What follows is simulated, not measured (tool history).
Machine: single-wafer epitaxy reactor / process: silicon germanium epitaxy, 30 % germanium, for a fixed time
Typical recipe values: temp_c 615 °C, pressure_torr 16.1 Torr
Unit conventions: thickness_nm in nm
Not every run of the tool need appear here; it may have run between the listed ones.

run	hour	temp_c	pressure_torr	read-back reference wafer on the same gauge, thickness_nm	thickness_nm
1	0	612	14.1	56.634	63.291
2	27.7	612	14.1	56.645	63.332
3	62.6	615	18.6	56.646	72.526
4	74.7	615	18.6	56.565	72.692
5	97.5	615	16.1	56.596	69.366
6	118.9	615	16.1	56.641	69.271
7	146.9	615	16.1	56.591	69.58
8	166.6	615	16.1	56.639	69.413
9	184.7	615	16.1	56.611	69.462
10	204.9	615	16.1	56.619	69.388
11	219.1	623	16.1	56.587	78.915
# hour 229.8: capacitance manometer re-zeroed and calibrated
12	241.5	605	18.7	56.631	63.222
# hour 265.8: gauge calibrated
13	275.2	609	13.4	56.591	60.35
14	307.5	611	16.1	56.533	66.338
15	332	615	16.1	56.59	70.592
# hour 349.1: capacitance manometer re-zeroed and calibrated, repeated, since the last time left the tool worse
16	367.7	624	18.6	56.596	82.858
# hour 383.8: pyrometer calibrated
# hour 404.4: showerhead replaced
17	430.5	601	17.9	56.623	57.113
18	450.7	603	16.1	56.623	56.805
19	466.9	604	16.1	56.612	57.646
20	485.3	610	17.7	56.639	65.523
21	512.6	615	16.1	56.559	69.065

Exercise: give the hidden state of the tool at every run:
wafer temperature above the value expected at the setpoint (K): 0 across all the runs
gauge reads high (%): 0 across all the runs
H1: true pressure above the setpoint (%)
run	H1
1	3.66
2	3.8
3	3.98
4	4.05
5	4.17
6	4.28
7	4.42
8	4.53
9	4.62
10	4.73
11	4.8
12	9.84
13	10
14	10.2
15	10.3
16	1.16
17	1.49
18	1.59
19	1.68
20	1.77
21	1.92
